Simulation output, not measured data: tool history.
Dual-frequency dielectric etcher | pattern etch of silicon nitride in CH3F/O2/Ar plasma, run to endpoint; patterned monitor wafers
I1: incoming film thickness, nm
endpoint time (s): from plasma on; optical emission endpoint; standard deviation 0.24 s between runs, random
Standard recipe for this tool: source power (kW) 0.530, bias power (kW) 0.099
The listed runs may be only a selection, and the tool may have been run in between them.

{"run": 1, "hour": 0.0, "source power (kW)": 0.46, "bias power (kW)": 0.099, "I1": 37.54, "endpoint time (s)": 42.1}
{"run": 2, "hour": 15.3, "source power (kW)": 0.53, "bias power (kW)": 0.099, "I1": 37.73, "endpoint time (s)": 40.4}
{"run": 3, "hour": 28.0, "source power (kW)": 0.53, "bias power (kW)": 0.099, "I1": 37.79, "endpoint time (s)": 39.8}
{"run": 4, "hour": 39.5, "source power (kW)": 0.53, "bias power (kW)": 0.099, "I1": 37.76, "endpoint time (s)": 40.0}
{"run": 5, "hour": 56.5, "source power (kW)": 0.53, "bias power (kW)": 0.099, "I1": 38.09, "endpoint time (s)": 40.4}
{"run": 6, "hour": 70.6, "source power (kW)": 0.48, "bias power (kW)": 0.085, "I1": 37.59, "endpoint time (s)": 45.3}
{"hour": 97.2, "done": "wet clean of the chamber"}
{"run": 7, "hour": 97.7, "source power (kW)": 0.48, "bias power (kW)": 0.085, "I1": 37.83, "endpoint time (s)": 48.2}
{"run": 8, "hour": 98.0, "source power (kW)": 0.48, "bias power (kW)": 0.085, "I1": 37.42, "endpoint time (s)": 47.6}
{"run": 9, "hour": 107.4, "source power (kW)": 0.53, "bias power (kW)": 0.099, "I1": 38.01, "endpoint time (s)": 42.3}
{"run": 10, "hour": 121.1, "source power (kW)": 0.53, "bias power (kW)": 0.099, "I1": 37.48, "endpoint time (s)": 42.2}
{"hour": 135.1, "done": "source power generator calibrated"}
{"run": 11, "hour": 135.6, "source power (kW)": 0.53, "bias power (kW)": 0.099, "I1": 37.68, "endpoint time (s)": 41.9}
{"run": 12, "hour": 149.3, "source power (kW)": 0.53, "bias power (kW)": 0.099, "I1": 37.91, "endpoint time (s)": 42.3}
{"run": 13, "hour": 166.6, "source power (kW)": 0.53, "bias power (kW)": 0.107, "I1": 37.32, "endpoint time (s)": 40.3}
{"run": 14, "hour": 180.8, "source power (kW)": 0.49, "bias power (kW)": 0.082, "I1": 37.99, "endpoint time (s)": 48.7}
{"run": 15, "hour": 195.9, "source power (kW)": 0.47, "bias power (kW)": 0.119, "I1": 37.95, "endpoint time (s)": 39.5}
{"hour": 205.2, "done": "bias power generator calibrated"}
{"hour": 223.1, "done": "upper electrode replaced, of another model than before"}
{"run": 16, "hour": 223.6, "source power (kW)": 0.58, "bias power (kW)": 0.089, "I1": 38.09, "endpoint time (s)": 45.3}
{"run": 17, "hour": 224.0, "source power (kW)": 0.43, "bias power (kW)": 0.081, "I1": 37.52, "endpoint time (s)": 61.1}
{"run": 18, "hour": 229.8, "source power (kW)": 0.57, "bias power (kW)": 0.085, "I1": 37.32, "endpoint time (s)": 47.1}
{"run": 19, "hour": 246.8, "source power (kW)": 0.53, "bias power (kW)": 0.099, "I1": 37.81, "endpoint time (s)": 41.8}
{"run": 20, "hour": 257.3, "source power (kW)": 0.53, "bias power (kW)": 0.099, "I1": 38.16, "endpoint time (s)": 42.2}
{"run": 21, "hour": 269.3, "source power (kW)": 0.49, "bias power (kW)": 0.082, "I1": 38.03, "endpoint time (s)": 54.3}
{"run": 22, "hour": 281.2, "source power (kW)": 0.42, "bias power (kW)": 0.082, "I1": 37.73, "endpoint time (s)": 61.2}
{"run": 23, "hour": 296.3, "source power (kW)": 0.63, "bias power (kW)": 0.107, "I1": 37.81, "endpoint time (s)": 35.1}
{"run": 24, "hour": 306.7, "source power (kW)": 0.47, "bias power (kW)": 0.116, "I1": 37.92, "endpoint time (s)": 38.4}

4 options for the next run, each taken on its own from the tool as it stands now. Forecast them:
{"run": "A", "hour": 307.1, "source power (kW)": 0.61, "bias power (kW)": 0.099, "I1": 37.83, "endpoint time (s)": "?"}
{"run": "B", "hour": 307.1, "source power (kW)": 0.47, "bias power (kW)": 0.078, "I1": 37.83, "endpoint time (s)": "?"}
{"run": "C", "hour": 307.1, "source power (kW)": 0.48, "bias power (kW)": 0.089, "I1": 37.83, "endpoint time (s)": "?"}
{"run": "D", "hour": 307.1, "source power (kW)": 0.53, "bias power (kW)": 0.078, "I1": 37.83, "endpoint time (s)": "?"}

run=A endpoint_time_(s)=38.3
run=B endpoint_time_(s)=60.2
run=C endpoint_time_(s)=49.6
run=D endpoint_time_(s)=55.6
Had the tool no hidden state, the same runs would have come out as:
run=A endpoint_time_(s)=39.1
run=B endpoint_time_(s)=61.5
run=C endpoint_time_(s)=50.7
run=D endpoint_time_(s)=56.8
